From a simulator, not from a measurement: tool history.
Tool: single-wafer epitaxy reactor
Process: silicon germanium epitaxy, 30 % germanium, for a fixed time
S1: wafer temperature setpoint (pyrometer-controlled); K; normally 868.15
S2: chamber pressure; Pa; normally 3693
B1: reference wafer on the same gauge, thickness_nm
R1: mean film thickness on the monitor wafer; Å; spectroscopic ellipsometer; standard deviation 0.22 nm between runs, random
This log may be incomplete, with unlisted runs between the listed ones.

{"run": 1, "hour": 0.0, "S1": 868.15, "S2": 3693, "B1": 65.941, "R1": 621.62}
{"run": 2, "hour": 39.0, "S1": 868.15, "S2": 3693, "B1": 65.985, "R1": 620.56}
{"run": 3, "hour": 75.0, "S1": 868.15, "S2": 3693, "B1": 65.867, "R1": 618.69}
{"run": 4, "hour": 136.4, "S1": 861.15, "S2": 3693, "B1": 65.873, "R1": 535.56}
{"run": 5, "hour": 257.2, "S1": 861.15, "S2": 3693, "B1": 65.928, "R1": 533.44}
{"run": 6, "hour": 287.9, "S1": 864.15, "S2": 3693, "B1": 65.889, "R1": 567.26}
{"hour": 291.9, "done": "gauge calibrated"}
{"run": 7, "hour": 351.1, "S1": 864.15, "S2": 3693, "B1": 65.971, "R1": 570.13}
{"run": 8, "hour": 420.0, "S1": 864.15, "S2": 3693, "B1": 65.893, "R1": 570.93}
{"hour": 473.9, "done": "showerhead replaced"}
{"run": 9, "hour": 490.7, "S1": 868.15, "S2": 3693, "B1": 65.852, "R1": 621.42}
{"run": 10, "hour": 637.7, "S1": 868.15, "S2": 3693, "B1": 65.967, "R1": 622.85}
{"run": 11, "hour": 693.6, "S1": 868.15, "S2": 3693, "B1": 65.883, "R1": 622.06}
{"run": 12, "hour": 724.8, "S1": 861.15, "S2": 3693, "B1": 65.905, "R1": 536.39}
{"hour": 748.7, "done": "capacitance manometer re-zeroed and calibrated"}
{"run": 13, "hour": 755.2, "S1": 854.15, "S2": 3933, "B1": 65.954, "R1": 473.07}
{"run": 14, "hour": 801.4, "S1": 868.15, "S2": 3693, "B1": 65.905, "R1": 617.65}
{"hour": 855.1, "done": "pyrometer calibrated"}
{"run": 15, "hour": 856.3, "S1": 861.15, "S2": 2826, "B1": 65.88, "R1": 463.36}
{"hour": 873.4, "done": "gauge calibrated"}
{"run": 16, "hour": 927.2, "S1": 878.15, "S2": 4226, "B1": 65.937, "R1": 814.16}
{"run": 17, "hour": 968.7, "S1": 868.15, "S2": 4320, "B1": 65.925, "R1": 670.61}
{"run": 18, "hour": 1033.1, "S1": 855.15, "S2": 2893, "B1": 65.937, "R1": 411.12}
{"run": 19, "hour": 1073.6, "S1": 868.15, "S2": 3066, "B1": 65.897, "R1": 563.88}
{"run": 20, "hour": 1104.5, "S1": 868.15, "S2": 3693, "B1": 65.92, "R1": 617.9}

Here are 5 independent what-if runs from the current tool condition. What would each one return?
{"run": "A", "hour": 1104.9, "S1": 868.15, "S2": 3693, "B1": "?", "R1": "?"}
{"run": "B", "hour": 1104.9, "S1": 882.15, "S2": 4520, "B1": "?", "R1": "?"}
{"run": "C", "hour": 1104.9, "S1": 878.15, "S2": 3320, "B1": "?", "R1": "?"}
{"run": "D", "hour": 1104.9, "S1": 877.15, "S2": 4573, "B1": "?", "R1": "?"}
{"run": "E", "hour": 1104.9, "S1": 878.15, "S2": 3400, "B1": "?", "R1": "?"}

run=A B1=65.906 R1=619.92
run=B B1=65.906 R1=916.97
run=C B1=65.906 R1=721.49
run=D B1=65.906 R1=832.66
run=E B1=65.906 R1=730.73
With the hidden condition removed and each run's random variation left untouched, the same runs would have given:
run=A R1=619.92
run=B R1=916.97
run=C R1=721.49
run=D R1=832.66
run=E R1=730.73

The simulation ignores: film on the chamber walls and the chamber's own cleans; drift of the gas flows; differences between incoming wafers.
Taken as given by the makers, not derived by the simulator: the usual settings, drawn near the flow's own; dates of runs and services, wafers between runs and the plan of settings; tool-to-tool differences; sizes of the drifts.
